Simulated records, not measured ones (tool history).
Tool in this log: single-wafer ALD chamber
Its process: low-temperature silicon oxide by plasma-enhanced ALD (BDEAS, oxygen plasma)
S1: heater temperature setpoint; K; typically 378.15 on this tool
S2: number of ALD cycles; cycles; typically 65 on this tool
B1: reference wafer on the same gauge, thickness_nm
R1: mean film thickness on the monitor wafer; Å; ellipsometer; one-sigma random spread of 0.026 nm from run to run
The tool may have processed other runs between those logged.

run,hour,S1,S2,B1,R1
1,0,378.15,57,11.693,91.17
2,31.6,378.15,57,11.698,91.59
3,45.4,378.15,57,11.698,91.81
4,70.3,378.15,73,11.699,117.37
5,83.6,378.15,73,11.714,117.55
6,112.2,378.15,65,11.704,104.12
7,140.8,378.15,65,11.698,104.53
8,164.1,370.15,73,11.696,119.2
9,195.6,370.15,73,11.69,118.9
10,225.3,378.15,65,11.709,104.29
11,273,371.15,65,11.687,106.15
12,289.8,371.15,65,11.691,105.78
13,302,378.15,65,11.699,104.28
14,334.3,378.15,65,11.715,104.58
15,364.8,378.15,70,11.7,112.8
16,377.1,371.15,65,11.692,106
17,397.7,378.15,65,11.687,104.44
# hour 413.7: thermocouple changed; heater temperature recalibrated
18,430.8,371.15,58,11.712,94.64
19,452,391.15,53,11.706,83.11
20,486.5,378.15,65,11.701,104.15
21,501.1,386.15,74,11.694,116.81
22,531.8,378.15,72,11.693,115.53
# hour 560.1: gauge calibrated
23,561.8,378.15,65,11.681,104.48
24,589.7,387.15,57,11.697,90.12
25,625.5,364.15,70,11.702,116.96
26,650.8,378.15,65,11.685,104.27
27,677,378.15,65,11.707,104.32
28,704.2,387.15,65,11.698,103.02
29,734.6,378.15,75,11.702,120.46
30,746.6,378.15,61,11.696,98.23
31,770.6,386.15,70,11.701,110.62

4 ways to go on from here, each from the tool as it stands after run 31. What would each give?
A,771.1,378.15,65,?,?
B,771.1,378.15,56,?,?
C,771.1,385.15,78,?,?
D,771.1,365.15,75,?,?

run,B1,R1
A,11.719,104.23
B,11.719,89.8
C,11.719,123.56
D,11.719,124.58
With the hidden condition removed and each run's random variation left untouched, the same runs would have given:
run,R1
A,104.23
B,89.8
C,123.56
D,124.58
